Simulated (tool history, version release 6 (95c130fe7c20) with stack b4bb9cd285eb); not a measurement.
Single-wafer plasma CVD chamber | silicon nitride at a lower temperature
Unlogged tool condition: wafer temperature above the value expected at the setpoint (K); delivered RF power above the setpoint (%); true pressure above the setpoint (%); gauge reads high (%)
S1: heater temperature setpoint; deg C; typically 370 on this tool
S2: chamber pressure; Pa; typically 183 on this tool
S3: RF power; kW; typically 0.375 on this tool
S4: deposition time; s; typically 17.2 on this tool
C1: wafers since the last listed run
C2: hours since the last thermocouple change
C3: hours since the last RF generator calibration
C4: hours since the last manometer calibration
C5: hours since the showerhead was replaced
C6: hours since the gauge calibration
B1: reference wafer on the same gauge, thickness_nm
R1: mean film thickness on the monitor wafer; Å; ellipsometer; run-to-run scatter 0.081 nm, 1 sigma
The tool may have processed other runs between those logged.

run,hour,S1,S2,S3,S4,C1,C2,C3,C4,C5,C6,B1,R1
1,0,370,183,0.375,17.2,0,2655.1,1568.4,1888.4,4372.9,1551.6,19.999,232.77
2,28.6,370,183,0.375,17.2,1072,2683.7,1597,1917,4401.5,1580.2,19.998,232.66
3,82.6,370,183,0.375,17.2,2025,2737.7,1651,1971,4455.5,1634.2,20.012,231.31
# hour 133.7: RF generator calibrated
4,134.2,370,183,0.375,17.2,1635,2789.3,0.5,2022.6,4507.1,1685.8,19.987,232.7
5,163.4,370,183,0.375,17.2,1095,2818.5,29.7,2051.8,4536.3,1715,19.992,233.12
# hour 185.7: thermocouple changed; heater temperature recalibrated
6,222.3,370,183,0.375,17.2,1909,36.6,88.6,2110.7,4595.2,1773.9,19.995,231.28
7,263.7,370,183,0.375,17.2,1552,78,130,2152.1,4636.6,1815.3,19.99,232.62
8,333,370,183,0.375,17.2,2599,147.3,199.3,2221.4,4705.9,1884.6,19.994,234.04
# hour 367.8: showerhead replaced
9,397.3,370,163,0.375,17.2,2111,211.6,263.6,2285.7,29.5,1948.9,19.994,223.05
10,453.8,370,156,0.375,17.2,2119,268.1,320.1,2342.2,86,2005.4,19.989,220.44
11,486.6,370,169,0.35,19.8,1230,300.9,352.9,2375,118.8,2038.2,19.99,252.62
12,547.6,358,183,0.375,17.2,2288,361.9,413.9,2436,179.8,2099.2,19.997,237.19
13,586.9,370,183,0.375,20.6,1474,401.2,453.2,2475.3,219.1,2138.5,20.006,281.24
14,629.1,365,183,0.375,18.6,1582,443.4,495.4,2517.5,261.3,2180.7,20.003,253.61
# hour 671.8: gauge calibrated
# hour 691.3: capacitance manometer re-zeroed and calibrated
15,837.6,370,225,0.345,17.2,7520,651.9,703.9,146.3,469.8,165.8,19.988,236.75
16,873.7,370,211,0.375,17.2,1354,688,740,182.4,505.9,201.9,19.999,241.3
17,907.3,374,183,0.43,17.2,1260,721.6,773.6,216,539.5,235.5,19.974,245.71
18,956.6,370,183,0.375,17.2,1849,770.9,822.9,265.3,588.8,284.8,20.008,229.48
19,1008.1,370,183,0.375,14.5,1931,822.4,874.4,316.8,640.3,336.3,20.016,191.99
20,1076.9,370,169,0.35,19.8,2580,891.2,943.2,385.6,709.1,405.1,20.021,248
21,1138.3,364,207,0.35,15.4,2303,952.6,1004.6,447,770.5,466.5,19.99,207.56
22,1196.5,370,207,0.375,17.2,2183,1010.8,1062.8,505.2,828.7,524.7,20.028,240.81
23,1267.4,381,156,0.375,17.2,2659,1081.7,1133.7,576.1,899.6,595.6,19.989,214.85
24,1334.1,370,169,0.35,19.8,2501,1148.4,1200.4,642.8,966.3,662.3,20.018,249
25,1388.6,357,208,0.305,14.1,2044,1202.9,1254.9,697.3,1020.8,716.8,20.002,178.58
26,1430.8,370,183,0.375,17.2,1582,1245.1,1297.1,739.5,1063,759,20.003,229.27
27,1455.3,365,183,0.375,15.6,919,1269.6,1321.6,764,1087.5,783.5,20.014,208.81

Alternative continuations, all from the tool just after run 27; predict every row:
A,1455.7,360,183,0.375,17.2,15,1270,1322,764.4,1087.9,783.9,?,?
B,1455.7,370,183,0.41,20.3,15,1270,1322,764.4,1087.9,783.9,?,?
C,1455.7,370,183,0.345,17.2,15,1270,1322,764.4,1087.9,783.9,?,?
D,1455.7,383,183,0.375,17.2,15,1270,1322,764.4,1087.9,783.9,?,?
E,1455.7,383,183,0.43,17.2,15,1270,1322,764.4,1087.9,783.9,?,?

run,B1,R1
A,20,231.2
B,20,284.2
C,20,220.45
D,20,228.77
E,20,245.16
Take away the tool's hidden state, keep each run's random variation, and the runs would have read:
run,R1
A,230.63
B,283.5
C,219.91
D,228.21
E,244.56
